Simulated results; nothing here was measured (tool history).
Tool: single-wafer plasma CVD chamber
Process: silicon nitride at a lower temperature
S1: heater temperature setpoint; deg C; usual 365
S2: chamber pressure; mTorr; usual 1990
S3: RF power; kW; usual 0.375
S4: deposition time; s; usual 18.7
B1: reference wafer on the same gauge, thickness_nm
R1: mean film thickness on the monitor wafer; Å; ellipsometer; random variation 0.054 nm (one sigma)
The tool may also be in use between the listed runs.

run,hour,S1,S2,S3,S4,B1,R1
1,0.0,365,1990,0.375,18.7,25.310,259.34
2,99.2,365,1990,0.375,18.7,25.285,259.35
3,191.5,365,1990,0.375,18.7,25.311,258.49
4,231.6,365,1990,0.375,18.7,25.302,258.83
5,299.6,355,1990,0.375,18.7,25.302,260.36
6,364.4,355,1990,0.375,18.7,25.304,259.85
# hour 441.1: capacitance manometer re-zeroed and calibrated
7,453.6,355,1990,0.375,18.7,25.291,258.95
8,522.2,365,1990,0.375,18.7,25.304,258.08
9,574.5,365,1990,0.320,18.7,25.307,221.99
10,686.2,365,1990,0.375,18.7,25.309,258.12
11,751.9,365,1990,0.375,21.4,25.297,294.49
12,943.9,356,1990,0.375,16.6,25.300,228.92
13,1250.9,365,2230,0.350,17.7,25.301,233.52
# hour 1283.1: thermocouple changed; heater temperature recalibrated
14,1304.9,365,2180,0.375,18.7,25.293,260.46
# hour 1355.5: capacitance manometer re-zeroed and calibrated
15,1362.3,365,1990,0.320,18.7,25.292,220.11
# hour 1418.2: RF generator calibrated
16,1429.3,354,1990,0.330,18.7,25.295,231.18
# hour 1458.6: gauge calibrated
# hour 1496.1: showerhead replaced
17,1524.4,377,1990,0.375,18.7,25.302,257.98
18,1605.3,365,1990,0.335,18.7,25.300,233.80
19,1713.0,351,1700,0.445,20.1,25.301,309.00
20,1818.3,365,1990,0.375,18.7,25.299,258.13
21,1898.3,365,2150,0.375,20.0,25.295,281.46
22,1979.9,365,1990,0.410,15.0,25.299,222.70
23,2079.7,365,1750,0.375,18.7,25.307,251.23

The same runs without the tool's hidden state, with the same run-to-run variation:
The hidden state here: wafer temperature above the value expected at the setpoint (K); delivered RF power above the setpoint (%); true pressure above the setpoint (%); gauge reads high (%).
run,R1
1,259.52
2,259.60
3,258.84
4,259.24
5,260.87
6,260.49
7,259.78
8,259.08
9,223.05
10,259.61
11,296.46
12,231.13
13,237.19
14,264.88
15,224.43
16,231.51
17,258.35
18,234.20
19,309.59
20,258.80
21,282.35
22,223.50
23,252.43

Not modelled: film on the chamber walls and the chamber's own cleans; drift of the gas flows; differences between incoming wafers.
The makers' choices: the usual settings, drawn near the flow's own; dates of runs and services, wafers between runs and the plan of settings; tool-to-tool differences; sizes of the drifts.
